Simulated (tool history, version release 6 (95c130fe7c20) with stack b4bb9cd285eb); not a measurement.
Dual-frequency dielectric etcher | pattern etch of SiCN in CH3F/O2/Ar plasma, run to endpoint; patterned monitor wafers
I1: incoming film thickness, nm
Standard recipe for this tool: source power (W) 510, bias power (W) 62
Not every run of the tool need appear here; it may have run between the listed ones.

run 1 hour=0 | source_power_(W)=480 bias_power_(W)=67 | I1=12.79 | endpoint_time_(s)=31.5
run 2 hour=79.1 | source_power_(W)=480 bias_power_(W)=67 | I1=12.92 | endpoint_time_(s)=32
run 3 hour=140.3 | source_power_(W)=480 bias_power_(W)=67 | I1=12.95 | endpoint_time_(s)=32.1
run 4 hour=211.6 | source_power_(W)=510 bias_power_(W)=62 | I1=12.86 | endpoint_time_(s)=31.4
run 5 hour=317.8 | source_power_(W)=510 bias_power_(W)=62 | I1=12.81 | endpoint_time_(s)=31.4
run 6 hour=367.8 | source_power_(W)=480 bias_power_(W)=58 | I1=12.87 | endpoint_time_(s)=33.2
run 7 hour=455.8 | source_power_(W)=480 bias_power_(W)=58 | I1=12.76 | endpoint_time_(s)=33
run 8 hour=545 | source_power_(W)=480 bias_power_(W)=58 | I1=12.73 | endpoint_time_(s)=32.8
run 9 hour=593 | source_power_(W)=510 bias_power_(W)=62 | I1=12.83 | endpoint_time_(s)=31.6
run 10 hour=638.5 | source_power_(W)=510 bias_power_(W)=62 | I1=12.81 | endpoint_time_(s)=31.5
run 11 hour=723 | source_power_(W)=610 bias_power_(W)=62 | I1=12.82 | endpoint_time_(s)=29.9
run 12 hour=760 | source_power_(W)=610 bias_power_(W)=62 | I1=12.88 | endpoint_time_(s)=30.1
run 13 hour=861.8 | source_power_(W)=510 bias_power_(W)=62 | I1=12.77 | endpoint_time_(s)=31.7
run 14 hour=900.9 | source_power_(W)=510 bias_power_(W)=62 | I1=12.73 | endpoint_time_(s)=31.7
run 15 hour=1006.5 | source_power_(W)=510 bias_power_(W)=62 | I1=12.88 | endpoint_time_(s)=32.2
run 16 hour=1103.7 | source_power_(W)=450 bias_power_(W)=68 | I1=12.82 | endpoint_time_(s)=31.7
run 17 hour=1210.2 | source_power_(W)=640 bias_power_(W)=73 | I1=12.83 | endpoint_time_(s)=27.2
run 18 hour=1316.2 | source_power_(W)=570 bias_power_(W)=66 | I1=12.76 | endpoint_time_(s)=29.7
run 19 hour=1415.8 | source_power_(W)=510 bias_power_(W)=62 | I1=12.87 | endpoint_time_(s)=32.2
run 20 hour=1470.9 | source_power_(W)=510 bias_power_(W)=62 | I1=12.72 | endpoint_time_(s)=31.8
run 21 hour=1577.8 | source_power_(W)=550 bias_power_(W)=53 | I1=12.93 | endpoint_time_(s)=33.6
run 22 hour=1658.9 | source_power_(W)=570 bias_power_(W)=62 | I1=12.84 | endpoint_time_(s)=30.2
run 23 hour=1746.3 | source_power_(W)=390 bias_power_(W)=71 | I1=12.92 | endpoint_time_(s)=32.2
run 24 hour=1843.5 | source_power_(W)=510 bias_power_(W)=70 | I1=12.86 | endpoint_time_(s)=29.1
run 25 hour=2116.2 | source_power_(W)=470 bias_power_(W)=68 | I1=12.77 | endpoint_time_(s)=30.7
run 26 hour=2186.3 | source_power_(W)=440 bias_power_(W)=69 | I1=12.77 | endpoint_time_(s)=31
run 27 hour=2292.8 | source_power_(W)=470 bias_power_(W)=47 | I1=12.74 | endpoint_time_(s)=37.4
run 28 hour=2346.9 | source_power_(W)=510 bias_power_(W)=62 | I1=12.87 | endpoint_time_(s)=31.5
run 29 hour=2453.8 | source_power_(W)=510 bias_power_(W)=62 | I1=12.91 | endpoint_time_(s)=31.3
run 30 hour=2514.7 | source_power_(W)=470 bias_power_(W)=53 | I1=12.79 | endpoint_time_(s)=35.1
run 31 hour=2612.8 | source_power_(W)=570 bias_power_(W)=47 | I1=12.59 | endpoint_time_(s)=35
run 32 hour=2706.6 | source_power_(W)=510 bias_power_(W)=62 | I1=12.69 | endpoint_time_(s)=31.1
run 33 hour=2764.2 | source_power_(W)=400 bias_power_(W)=70 | I1=12.79 | endpoint_time_(s)=32.1
run 34 hour=2868.7 | source_power_(W)=510 bias_power_(W)=62 | I1=12.82 | endpoint_time_(s)=31.4
run 35 hour=2915.9 | source_power_(W)=600 bias_power_(W)=48 | I1=12.78 | endpoint_time_(s)=34.1

Missing from the log above: 7 entries noted between runs. For each, name the pair of listed runs it sits between and say how the tool's hidden condition differs from the listed run just before to the listed run just after:
After run 8, before run 9: wet clean of the chamber (hour 584.4)
  bias power that arrives over what is set, %: -4.04 -> -4.1
  measured less the result without the state, endpoint time (s): +0.4 -> +0.4
After run 10, before run 11: upper electrode replaced, of another model than before (hour 685.2)
  bias power that arrives over what is set, %: -4.16 -> -4.27
  measured less the result without the state, endpoint time (s): +0.4 -> +0.7
After run 17, before run 18: wet clean of the chamber (hour 1281.4)
  bias power that arrives over what is set, %: -4.91 -> -5.05
  measured less the result without the state, endpoint time (s): +0.8 -> +0.9
After run 20, before run 21: bias power generator calibrated (hour 1576.6)
  bias power that arrives over what is set, %: -5.25 -> -0.254
  measured less the result without the state, endpoint time (s): +1 -> +0.1
After run 24, before run 25: wet clean of the chamber (hour 2001.2); source power generator calibrated (hour 2068.4)
  bias power that arrives over what is set, %: -0.602 -> -0.959
  measured less the result without the state, endpoint time (s): +0.1 -> +0.2
After run 33, before run 34: wet clean of the chamber (hour 2795)
  bias power that arrives over what is set, %: -1.81 -> -1.94
  measured less the result without the state, endpoint time (s): +0.3 -> +0.3
